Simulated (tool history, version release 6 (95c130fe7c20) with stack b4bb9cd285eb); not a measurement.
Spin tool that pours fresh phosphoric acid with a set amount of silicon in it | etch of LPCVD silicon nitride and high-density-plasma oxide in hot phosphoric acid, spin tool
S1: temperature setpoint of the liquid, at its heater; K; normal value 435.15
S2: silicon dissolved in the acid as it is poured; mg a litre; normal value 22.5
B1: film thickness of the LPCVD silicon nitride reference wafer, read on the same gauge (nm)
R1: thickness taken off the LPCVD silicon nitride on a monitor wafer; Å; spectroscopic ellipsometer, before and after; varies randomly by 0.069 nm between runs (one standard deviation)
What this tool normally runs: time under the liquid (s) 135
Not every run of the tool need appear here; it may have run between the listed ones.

Run 1, hour 0.0: usual settings; B1 130.03. Result: R1 109.3 Å.
Run 2, hour 32.3: usual settings; B1 130.00. Result: R1 111.7 Å.
Run 3, hour 91.5: usual settings; B1 130.01. Result: R1 110.5 Å.
Run 4, hour 123.3: usual settings but S1 434.15 K; B1 130.02. Result: R1 105.7 Å.
Run 5, hour 182.4: usual settings but S1 434.15 K; B1 129.96. Result: R1 106.4 Å.
Run 6, hour 246.9: usual settings but S2 29.5 mg a litre; B1 130.03. Result: R1 109.7 Å.
At hour 261.2: dissolved silicon flow meter replaced.
Run 7, hour 291.4: usual settings but S2 11.0 mg a litre; B1 129.96. Result: R1 108.8 Å.
At hour 338.7: thermometer replaced.
Run 8, hour 347.2: usual settings but S1 432.15 K, S2 36.0 mg a litre, time under the liquid (s) 175; B1 130.05. Result: R1 127.9 Å.
At hour 363.6: heated supply line repaired.
Run 9, hour 442.6: usual settings but S1 437.15 K, time under the liquid (s) 170; B1 130.01. Result: R1 156.3 Å.
Run 10, hour 490.2: usual settings; B1 130.00. Result: R1 116.2 Å.
Run 11, hour 515.5: usual settings; B1 130.05. Result: R1 116.4 Å.
At hour 562.1: gauge calibrated.
Run 12, hour 637.8: usual settings but S1 437.15 K, S2 33.5 mg a litre, time under the liquid (s) 175; B1 130.00. Result: R1 158.8 Å.
Run 13, hour 680.7: usual settings but S1 433.15 K, S2 33.5 mg a litre, time under the liquid (s) 195; B1 129.99. Result: R1 154.7 Å.
Run 14, hour 738.2: usual settings but time under the liquid (s) 105; B1 130.00. Result: R1 89.0 Å.

What was the tool's hidden state at every run in the log?
liquid colder than its thermometer reads (K): 0 across all the runs
dissolved silicon flow above the setpoint (%): 0 across all the runs
gauge reads high (%): 0 across all the runs
H1: temperature lost on the way to the wafer (K)
run     H1
  1   1.97
  2   2.03
  3   2.12
  4   2.18
  5   2.28
  6   2.38
  7   2.46
  8   2.55
  9  0.429
 10  0.508
 11   0.55
 12  0.753
 13  0.824
 14   0.92

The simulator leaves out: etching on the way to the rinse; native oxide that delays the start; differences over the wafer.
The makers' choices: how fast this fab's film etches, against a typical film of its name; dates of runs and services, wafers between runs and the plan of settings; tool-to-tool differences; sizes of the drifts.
